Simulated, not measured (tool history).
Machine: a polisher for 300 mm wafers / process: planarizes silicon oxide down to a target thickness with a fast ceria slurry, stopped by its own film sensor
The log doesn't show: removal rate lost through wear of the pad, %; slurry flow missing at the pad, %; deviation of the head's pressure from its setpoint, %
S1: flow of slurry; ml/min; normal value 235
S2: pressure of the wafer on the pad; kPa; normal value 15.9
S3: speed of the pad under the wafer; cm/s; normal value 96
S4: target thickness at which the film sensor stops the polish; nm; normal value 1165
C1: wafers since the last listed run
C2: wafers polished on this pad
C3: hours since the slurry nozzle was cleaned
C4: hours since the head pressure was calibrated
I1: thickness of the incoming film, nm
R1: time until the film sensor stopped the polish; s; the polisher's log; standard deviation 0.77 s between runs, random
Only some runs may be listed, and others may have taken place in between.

run	day	S1	S2	S3	S4	C1	C2	C3	C4	I1	R1
1	0	235	15.9	96	1165	0	569	103	498.2	1971.1	60.4
2	0.792	235	15.9	96	1165	170	739	122	517.2	1950.5	58.8
3	1.521	235	15.9	96	1165	156	896	139.5	534.7	1955.7	60.6
4	2.646	235	15.9	96	1165	241	1138	166.5	561.7	1924.1	58.5
5	3.9	235	15.9	96	1165	269	1407	196.6	591.8	1919.6	58.7
# day 4.883: worn pad replaced by a new one
6	5.021	235	15.9	96	1165	205	29	223.5	618.7	1928.5	53.7
7	5.621	235	15.9	96	1165	128	158	237.9	633.1	1975.2	59.5
8	6.446	235	15.9	96	1165	177	335	257.7	652.9	1968.6	59.8
9	7.658	235	15.9	96	1165	260	595	286.8	682	1923.3	57.1
10	8.542	270	15.9	96	1165	189	785	308	703.2	1956.4	58.5
11	9.412	235	19.3	96	1165	187	972	328.9	724.1	1948.6	50.3
12	10.521	235	19.3	96	1165	238	1210	355.5	750.7	1966.1	51.1
13	11.525	235	19.3	96	1165	215	1426	379.6	774.8	1953.3	49.6
# day 11.788: worn pad replaced by a new one, of another model than before
14	12.475	180	15.9	96	1165	168	147	402.4	797.6	1916.5	56
15	13.683	180	15.9	96	1165	259	407	431.4	826.6	1936.9	59.7
# day 17.396: slurry nozzle cleaned
16	18.112	180	15.9	96	1165	942	1350	17.2	932.9	1950.9	61.6
# day 19.271: worn pad replaced by a new one
17	19.292	235	15.9	96	1036	217	4	45.5	961.2	1971.4	65.6
18	20.317	285	13.8	72	1165	220	224	70.1	985.8	1952.4	69.4
19	20.954	235	20	104	1165	136	361	85.4	1001.1	1937.2	46.7
20	21.879	235	15.9	96	1017	198	560	107.6	1023.3	1947	72.1
21	23.154	235	17.9	96	1165	273	834	138.2	1053.9	1915	52.5
22	24.267	205	15.9	96	1165	239	1073	164.9	1080.6	1952.9	60.9
23	25.521	235	15.9	112	1165	269	1342	195	1110.7	1949.6	57
24	26.271	270	15.9	96	1165	161	1504	213	1128.7	1975.6	60.8
# day 26.554: worn pad replaced by a new one
# day 27.392: head pressure recalibrated
25	27.412	235	13.1	96	1385	191	166	240.4	0.5	1958.2	48
26	27.967	190	12.4	110	1165	119	285	253.7	13.8	1916.1	63
27	28.717	275	13.1	96	1238	161	446	271.7	31.8	1945.9	60.8
28	29.271	235	15.9	96	1165	119	565	285	45.1	1985.3	61.7
29	30.612	235	15.9	96	1165	288	853	317.2	77.3	1961.7	60.1
30	31.183	165	20	96	1165	122	976	330.9	91	1956.1	53.9
31	32.55	310	15.9	96	1165	293	1270	363.7	123.8	1909	55.5
32	33.217	275	15.9	96	1165	143	1413	379.7	139.8	1922.1	58.2
33	34.108	275	15.9	96	1165	191	1605	401.1	161.2	1949.3	60.2
# day 34.529: worn pad replaced by a new one
34	34.833	285	13.1	72	1083	119	65	418.5	178.6	1948.7	77
# day 36.646: slurry nozzle cleaned
35	38.6	235	11	96	1165	800	865	46.9	269	1967.4	79

For each run, what was the tool's unlogged condition?
slurry flow missing at the pad, %: 0 across all the runs
deviation of the head's pressure from its setpoint, %: 0 across all the runs
H1: removal rate lost through wear of the pad, %
run	H1
1	6.52
2	7.35
3	7.92
4	8.53
5	8.96
6	0.581
7	2.31
8	4.12
9	5.92
10	6.79
11	7.4
12	7.93
13	8.25
14	2.79
15	5.31
16	8.76
17	0.295
18	3.16
19	4.44
20	5.82
21	7.07
22	7.75
23	8.23
24	8.43
25	2.83
26	4.05
27	5.33
28	6.07
29	7.31
30	7.67
31	8.27
32	8.46
33	8.66
34	1.58
35	7.58
